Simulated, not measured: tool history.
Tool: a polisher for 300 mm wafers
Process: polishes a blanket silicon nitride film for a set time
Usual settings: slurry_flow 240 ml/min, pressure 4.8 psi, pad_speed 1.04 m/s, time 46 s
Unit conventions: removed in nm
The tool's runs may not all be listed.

| run | hour | slurry_flow | pressure | pad_speed | time | wafers since the last listed run | wafers polished on this pad | hours since the slurry nozzle was cleaned | hours since the head pressure was calibrated | incoming thickness of the incoming film, nm | removed |
|---|---|---|---|---|---|---|---|---|---|---|---|
| 1 | 0 | 240 | 4.8 | 1.04 | 46 | 0 | 167 | 408.8 | 63.9 | 507.1 | 98.9 |
| 2 | 13.1 | 240 | 4.8 | 1.04 | 46 | 164 | 331 | 421.9 | 77 | 510.8 | 100.1 |
| 3 | 47.9 | 240 | 4.8 | 1.04 | 46 | 437 | 769 | 456.7 | 111.8 | 517.2 | 100.3 |
|  | 64.1 | worn pad replaced by a new one |
| 4 | 125.1 | 240 | 5.6 | 1.04 | 46 | 920 | 767 | 533.9 | 189 | 508.8 | 114.8 |
|  | 135.3 | worn pad replaced by a new one |
| 5 | 142.7 | 240 | 5.6 | 1.04 | 46 | 171 | 92 | 551.5 | 206.6 | 513 | 111.4 |
|  | 154.6 | slurry nozzle cleaned |
| 6 | 156.9 | 240 | 4.8 | 1.04 | 46 | 166 | 258 | 2.3 | 220.8 | 511.8 | 102.6 |
| 7 | 177.8 | 240 | 4.8 | 1.04 | 46 | 262 | 521 | 23.2 | 241.7 | 510.1 | 101.4 |
| 8 | 213.4 | 240 | 4.8 | 1.04 | 46 | 447 | 969 | 58.8 | 277.3 | 516.5 | 99.9 |
|  | 228 | worn pad replaced by a new one |
| 9 | 228.5 | 240 | 4.8 | 1.04 | 46 | 139 | 6 | 73.9 | 292.4 | 505.1 | 102.4 |
| 10 | 261.1 | 240 | 4.8 | 1.04 | 46 | 409 | 416 | 106.5 | 325 | 513.3 | 101.5 |
|  | 274 | head pressure recalibrated |
| 11 | 277.2 | 240 | 5.8 | 1.04 | 57 | 177 | 593 | 122.6 | 3.2 | 512.9 | 142.6 |

Forecast run 12:
| 12 | 293.1 | 195 | 4.8 | 0.8 | 46 | 199 | 793 | 138.5 | 19.1 | 509.7 | ? |

removed: 86.7 nm
Were there no unlogged condition in the tool, this run, its random variation unchanged, would have produced removed 86.7 nm.
